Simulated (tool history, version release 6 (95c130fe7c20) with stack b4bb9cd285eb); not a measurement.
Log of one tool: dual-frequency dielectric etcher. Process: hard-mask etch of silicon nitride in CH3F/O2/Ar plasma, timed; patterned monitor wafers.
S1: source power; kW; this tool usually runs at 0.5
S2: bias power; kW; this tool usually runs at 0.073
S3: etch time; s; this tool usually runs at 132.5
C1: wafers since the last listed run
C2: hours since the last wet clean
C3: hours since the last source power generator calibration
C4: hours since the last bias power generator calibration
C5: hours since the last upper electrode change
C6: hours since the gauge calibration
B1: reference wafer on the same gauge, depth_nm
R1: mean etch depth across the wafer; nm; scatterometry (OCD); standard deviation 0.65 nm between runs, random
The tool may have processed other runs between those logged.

run   hour    S1     S2     S3   C1     C2      C3      C4      C5     C6    B1     R1
  1      0   0.5  0.073  132.5    0  636.9  4243.6  1668.3  3708.9  296.6  87.1  102.6
  2   13.4   0.5  0.073  132.5  124  650.3    4257  1681.7  3722.3    310  86.8  101.4
      38.2  -- wet clean of the chamber
  3   66.7   0.5  0.073  132.5  272   28.5  4310.3    1735  3775.6  363.3    87  110.3
  4   79.5   0.5  0.073  132.5  118   41.3  4323.1  1747.8  3788.4  376.1  86.9  109.6
      85.5  -- gauge calibrated
  5   86.6   0.5  0.073  132.5   65   48.4  4330.2  1754.9  3795.5    1.1  87.3  110.7
  6  104.2   0.5  0.073  132.5  163     66  4347.8  1772.5  3813.1   18.7  87.1  110.1
  7  121.5   0.5   0.08  132.5  160   83.3  4365.1  1789.8  3830.4     36    87  114.4
  8    138   0.5  0.066    114  153   99.8  4381.6  1806.3  3846.9   52.5    87   90.1
  9  144.2   0.5  0.066    114   57    106  4387.8  1812.5  3853.1   58.7  86.9   90.8
     177.3  -- upper electrode replaced
     185.5  -- wet clean of the chamber, repeated, since the last time left the tool worse
 10    186   0.5  0.073  132.5   89    0.5  4429.6  1854.3     8.7  100.5    87  103.8
 11  186.4   0.5  0.083    111    3    0.9    4430  1854.7     9.1  100.9  87.1   91.1
 12  191.5   0.5  0.067     99   47      6  4435.1  1859.8    14.2    106    87   75.9
 13  197.8  0.39  0.073  104.5   58   12.3  4441.4  1866.1    20.5  112.3  86.7   76.6
 14  214.8   0.5  0.066  132.5  157   29.3  4458.4  1883.1    37.5  129.3    87   99.9
     225.9  -- source power generator calibrated
 15  229.3   0.5  0.073  132.5   97   43.8     3.4  1897.6      52  143.8    87  104.5
 16  244.2   0.5  0.073  132.5  138   58.7    18.3  1912.5    66.9  158.7  86.8  104.1
 17  260.5   0.5  0.066  132.5  151     75    34.6  1928.8    83.2    175  86.9  100.1
 18  271.4  0.56  0.073    113  101   85.9    45.5  1939.7    94.1  185.9    87   90.7
 19  278.2   0.6  0.078    148   63   92.7    52.3  1946.5   100.9  192.7  87.2  124.7

Run 20, settings as shown, results not yet in. Your forecast:
 20   285  0.4  0.06  132.5  63  99.5  59.1  1953.3  107.7  199.5   ?   ?

B1: 86.9
R1: 90.6 nm
The same run, on a tool lacking any hidden state, would have yielded R1 91.7 nm.
